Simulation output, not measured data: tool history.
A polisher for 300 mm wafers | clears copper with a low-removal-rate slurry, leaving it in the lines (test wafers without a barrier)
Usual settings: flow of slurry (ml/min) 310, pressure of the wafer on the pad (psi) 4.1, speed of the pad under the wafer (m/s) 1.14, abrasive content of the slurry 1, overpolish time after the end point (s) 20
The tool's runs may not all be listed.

run,hour,flow of slurry (ml/min),pressure of the wafer on the pad (psi),speed of the pad under the wafer (m/s),abrasive content of the slurry,overpolish time after the end point (s),wafers since the last listed run,wafers polished on this pad,hours since the slurry nozzle was cleaned,hours since the head pressure was calibrated,hours since the slurry blender was calibrated,"incoming thickness of the incoming film, nm",time until the end point was called (s)
1,0,310,4.1,1.14,1.15,24,0,6329,385.3,721.2,464.3,409.9,107.7
# hour 9: worn pad replaced by a new one
2,40.9,310,4.1,1.14,1,20,319,276,426.2,762.1,505.2,408.1,102.4
3,110.2,310,4.1,1.14,1,20,600,877,495.5,831.4,574.5,399,101.7
# hour 155.5: slurry blender recalibrated
4,188.2,310,4.1,1.14,1,20,658,1535,573.5,909.4,32.7,401.4,103.3
# hour 370.3: slurry nozzle cleaned
5,511.2,310,4.1,1.14,1,20,2790,4326,140.9,1232.4,355.7,404.3,106.3
# hour 549.8: head pressure recalibrated
6,677.6,310,4.1,1.14,1,20,1424,5751,307.3,127.8,522.1,398.5,108.5
# hour 704.5: worn pad replaced by a new one
7,737.9,350,4.1,1.14,1.1,20,487,289,367.6,188.1,582.4,404.2,97.7
8,774,205,4.1,1.14,0.85,26,312,602,403.7,224.2,618.5,411.5,109
9,845.5,310,4.1,1.14,0.85,20,619,1221,475.2,295.7,690,401.3,105.7
# hour 871.5: slurry blender recalibrated
10,918.5,310,4.1,1.14,1,20,615,1837,548.2,368.7,47,400.9,100.7
11,992.9,380,4.1,1.14,1,31,644,2481,622.6,443.1,121.4,404.5,102
12,1051.6,310,4.1,1.14,1,20,508,2990,681.3,501.8,180.1,410.9,105.9
# hour 1134.5: slurry nozzle cleaned
13,1153.2,310,4.1,1.14,1,20,871,3862,18.7,603.4,281.7,400.2,100.2
14,1234,220,3.4,1.42,1.15,20,700,4562,99.5,684.2,362.5,409.8,113.6
15,1327.6,310,4.8,1.14,1.15,20,811,5373,193.1,777.8,456.1,410.7,90.4
# hour 1342.1: worn pad replaced by a new one
16,1421.5,310,2.9,1.14,0.75,20,779,688,287,871.7,550,402.8,141
# hour 1493.6: slurry blender recalibrated
17,1507.2,220,4.1,1.36,1,20,725,1413,372.7,957.4,13.6,402.8,91.1
18,1578.9,225,4.1,1.42,1,25,621,2035,444.4,1029.1,85.3,408.4,92.8
# hour 1711.3: head pressure recalibrated
# hour 1780.1: slurry nozzle cleaned
19,1862.3,310,4.1,1.34,1,20,2430,4465,82.2,151,368.7,404.3,94.7
20,1925.8,205,4.9,1.14,1.25,20,550,5015,145.7,214.5,432.2,402.2,95.4
21,2028,310,4.1,1.14,1.15,20,885,5901,247.9,316.7,534.4,397.5,107.9
22,2121.2,310,5,0.9,1,16,807,6709,341.1,409.9,627.6,404,107.3
# hour 2137.3: worn pad replaced by a new one
23,2209,310,4.1,1.4,0.85,20,726,621,428.9,497.7,715.4,406.4,95.9
24,2262,310,4.1,0.76,1,20,459,1081,481.9,550.7,768.4,409.2,132.4
# hour 2296.1: slurry blender recalibrated
25,2329.4,205,4.1,1.14,1,20,566,1647,549.3,618.1,33.3,409.7,105.4
26,2382.7,310,4.1,1.34,1,20,461,2109,602.6,671.4,86.6,402,92.3
# hour 2398.8: slurry nozzle cleaned
27,2447.8,225,4.1,1.14,1,20,555,2665,49,736.5,151.7,397.5,104.2
28,2498.4,310,4.1,1.14,1,20,438,3103,99.6,787.1,202.3,407.6,106.6
29,2591.5,225,3.5,1.14,1,31,806,3910,192.7,880.2,295.4,406.2,119.5

3 ways to go on from here, each from the tool as it stands after run 29. What would each give?
A,2592,310,4.1,1.14,1,20,4,3915,193.2,880.7,295.9,405.8,?
B,2592,310,4.1,1.36,1,20,4,3915,193.2,880.7,295.9,405.8,?
C,2592,310,4.1,1.14,1.15,11,4,3915,193.2,880.7,295.9,405.8,?

run,time until the end point was called (s)
A,107.2
B,96.1
C,104.3
Without the tool's hidden state the same runs would have given:
run,time until the end point was called (s)
A,102.8
B,92.1
C,100

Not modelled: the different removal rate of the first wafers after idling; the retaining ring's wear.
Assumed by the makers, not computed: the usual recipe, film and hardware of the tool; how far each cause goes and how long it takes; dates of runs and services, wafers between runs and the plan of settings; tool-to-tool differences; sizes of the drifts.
